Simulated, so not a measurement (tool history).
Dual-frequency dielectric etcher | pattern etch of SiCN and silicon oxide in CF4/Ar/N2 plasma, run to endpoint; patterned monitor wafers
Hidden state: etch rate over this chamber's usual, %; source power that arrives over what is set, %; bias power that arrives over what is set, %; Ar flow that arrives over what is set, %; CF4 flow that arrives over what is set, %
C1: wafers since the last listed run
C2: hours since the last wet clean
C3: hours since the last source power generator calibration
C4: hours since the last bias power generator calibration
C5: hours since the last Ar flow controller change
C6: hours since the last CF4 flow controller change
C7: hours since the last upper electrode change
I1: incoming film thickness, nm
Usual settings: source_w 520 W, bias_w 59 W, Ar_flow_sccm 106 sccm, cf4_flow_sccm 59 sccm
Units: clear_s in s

Run 1, hour 0: usual settings; C1 0; C2 468.5; C3 3030.8; C4 2468.5; C5 2266.9; C6 4476.2; C7 3786.4; I1 9.62. Result: clear_s 9.5 s.
Run 2, hour 12.5: usual settings; C1 140; C2 481; C3 3043.3; C4 2481; C5 2279.4; C6 4488.7; C7 3798.9; I1 9.59. Result: clear_s 9.5 s.
At hour 26.1: bias power generator calibrated.
Run 3, hour 26.6: usual settings; C1 113; C2 495.1; C3 3057.4; C4 0.5; C5 2293.5; C6 4502.8; C7 3813; I1 9.6. Result: clear_s 9.5 s.
At hour 34.4: source power generator calibrated.
Run 4, hour 34.9: usual settings but cf4_flow_sccm 68 sccm; C1 48; C2 503.4; C3 0.5; C4 8.8; C5 2301.8; C6 4511.1; C7 3821.3; I1 9.52. Result: clear_s 9.1 s.
Run 5, hour 48.6: usual settings but cf4_flow_sccm 68 sccm; C1 153; C2 517.1; C3 14.2; C4 22.5; C5 2315.5; C6 4524.8; C7 3835; I1 9.67. Result: clear_s 9.3 s.
Run 6, hour 71.4: usual settings but cf4_flow_sccm 68 sccm; C1 255; C2 539.9; C3 37; C4 45.3; C5 2338.3; C6 4547.6; C7 3857.8; I1 9.65. Result: clear_s 9.3 s.
Run 7, hour 87.6: usual settings but cf4_flow_sccm 63 sccm; C1 181; C2 556.1; C3 53.2; C4 61.5; C5 2354.5; C6 4563.8; C7 3874; I1 9.63. Result: clear_s 9.4 s.
Run 8, hour 94.1: usual settings; C1 72; C2 562.6; C3 59.7; C4 68; C5 2361; C6 4570.3; C7 3880.5; I1 9.58. Result: clear_s 9.3 s.
At hour 123.6: wet clean of the chamber.
Run 9, hour 124.1: usual settings; C1 67; C2 0.5; C3 89.7; C4 98; C5 2391; C6 4600.3; C7 3910.5; I1 9.6. Result: clear_s 9.9 s.
Run 10, hour 125.3: usual settings; C1 13; C2 1.7; C3 90.9; C4 99.2; C5 2392.2; C6 4601.5; C7 3911.7; I1 9.65. Result: clear_s 9.9 s.
At hour 140.8: CF4 flow controller replaced.
Run 11, hour 141.3: usual settings but bias_w 52 W, Ar_flow_sccm 82 sccm; C1 112; C2 17.7; C3 106.9; C4 115.2; C5 2408.2; C6 0.5; C7 3927.7; I1 9.58. Result: clear_s 9.9 s.
Run 12, hour 142.9: usual settings but bias_w 49 W, Ar_flow_sccm 128 sccm, cf4_flow_sccm 48 sccm; C1 17; C2 19.3; C3 108.5; C4 116.8; C5 2409.8; C6 2.1; C7 3929.3; I1 9.6. Result: clear_s 11.3 s.
At hour 152.7: Ar flow controller replaced.
Run 13, hour 154: usual settings; C1 57; C2 30.4; C3 119.6; C4 127.9; C5 1.3; C6 13.2; C7 3940.4; I1 9.51. Result: clear_s 9.8 s.
Run 14, hour 170.5: usual settings but bias_w 46 W; C1 185; C2 46.9; C3 136.1; C4 144.4; C5 17.8; C6 29.7; C7 3956.9; I1 9.73. Result: clear_s 11 s.
Run 15, hour 182.3: usual settings; C1 132; C2 58.7; C3 147.9; C4 156.2; C5 29.6; C6 41.5; C7 3968.7; I1 9.63. Result: clear_s 9.9 s.
At hour 227.5: upper electrode replaced.
Run 16, hour 232.2: usual settings but cf4_flow_sccm 73 sccm; C1 290; C2 108.6; C3 197.8; C4 206.1; C5 79.5; C6 91.4; C7 4.7; I1 9.62. Result: clear_s 9.5 s.
Run 17, hour 247.8: usual settings but source_w 430 W, Ar_flow_sccm 113 sccm, cf4_flow_sccm 71 sccm; C1 174; C2 124.2; C3 213.4; C4 221.7; C5 95.1; C6 107; C7 20.3; I1 9.58. Result: clear_s 11.1 s.
Run 18, hour 262.2: usual settings but source_w 450 W, bias_w 44 W, Ar_flow_sccm 96 sccm; C1 161; C2 138.6; C3 227.8; C4 236.1; C5 109.5; C6 121.4; C7 34.7; I1 9.58. Result: clear_s 12.1 s.
Run 19, hour 278.5: usual settings but cf4_flow_sccm 71 sccm; C1 182; C2 154.9; C3 244.1; C4 252.4; C5 125.8; C6 137.7; C7 51; I1 9.65. Result: clear_s 9.5 s.
Run 20, hour 287: usual settings but cf4_flow_sccm 70 sccm; C1 95; C2 163.4; C3 252.6; C4 260.9; C5 134.3; C6 146.2; C7 59.5; I1 9.51. Result: clear_s 9.4 s.
Run 21, hour 298.7: usual settings but source_w 400 W, bias_w 55 W, Ar_flow_sccm 86 sccm, cf4_flow_sccm 51 sccm; C1 131; C2 175.1; C3 264.3; C4 272.6; C5 146; C6 157.9; C7 71.2; I1 9.61. Result: clear_s 12.2 s.
Run 22, hour 305: usual settings but source_w 450 W, bias_w 73 W, cf4_flow_sccm 54 sccm; C1 70; C2 181.4; C3 270.6; C4 278.9; C5 152.3; C6 164.2; C7 77.5; I1 9.66. Result: clear_s 10.1 s.
Run 23, hour 314.6: usual settings but bias_w 68 W, cf4_flow_sccm 53 sccm; C1 107; C2 191; C3 280.2; C4 288.5; C5 161.9; C6 173.8; C7 87.1; I1 9.61. Result: clear_s 9.4 s.
Run 24, hour 323.7: usual settings but bias_w 69 W; C1 102; C2 200.1; C3 289.3; C4 297.6; C5 171; C6 182.9; C7 96.2; I1 9.6. Result: clear_s 9.1 s.

Hidden state at the last listed run before each entry between runs and at the first one after, where it differs:
Between runs 2 and 3: bias power generator calibrated (hour 26.1)
  etch rate over this chamber's usual, %: 4.1 -> 4.22
  measured less the result without the state, clear_s: -0.3 -> -0.4 s
Between runs 3 and 4: source power generator calibrated (hour 34.4)
  etch rate over this chamber's usual, %: 4.22 -> 4.29
  measured less the result without the state, clear_s: -0.4 -> -0.4 s
Between runs 8 and 9: wet clean of the chamber (hour 123.6)
  etch rate over this chamber's usual, %: 4.8 -> -0.0948
  measured less the result without the state, clear_s: -0.4 -> +0 s
Between runs 10 and 11: CF4 flow controller replaced (hour 140.8)
  etch rate over this chamber's usual, %: -0.0845 -> 0.0529
  measured less the result without the state, clear_s: +0 -> +0 s
Between runs 12 and 13: Ar flow controller replaced (hour 152.7)
  etch rate over this chamber's usual, %: 0.0667 -> 0.162
  measured less the result without the state, clear_s: +0 -> +0 s
Between runs 15 and 16: upper electrode replaced (hour 227.5)
  etch rate over this chamber's usual, %: 0.405 -> 0.833
  measured less the result without the state, clear_s: +0 -> +0 s

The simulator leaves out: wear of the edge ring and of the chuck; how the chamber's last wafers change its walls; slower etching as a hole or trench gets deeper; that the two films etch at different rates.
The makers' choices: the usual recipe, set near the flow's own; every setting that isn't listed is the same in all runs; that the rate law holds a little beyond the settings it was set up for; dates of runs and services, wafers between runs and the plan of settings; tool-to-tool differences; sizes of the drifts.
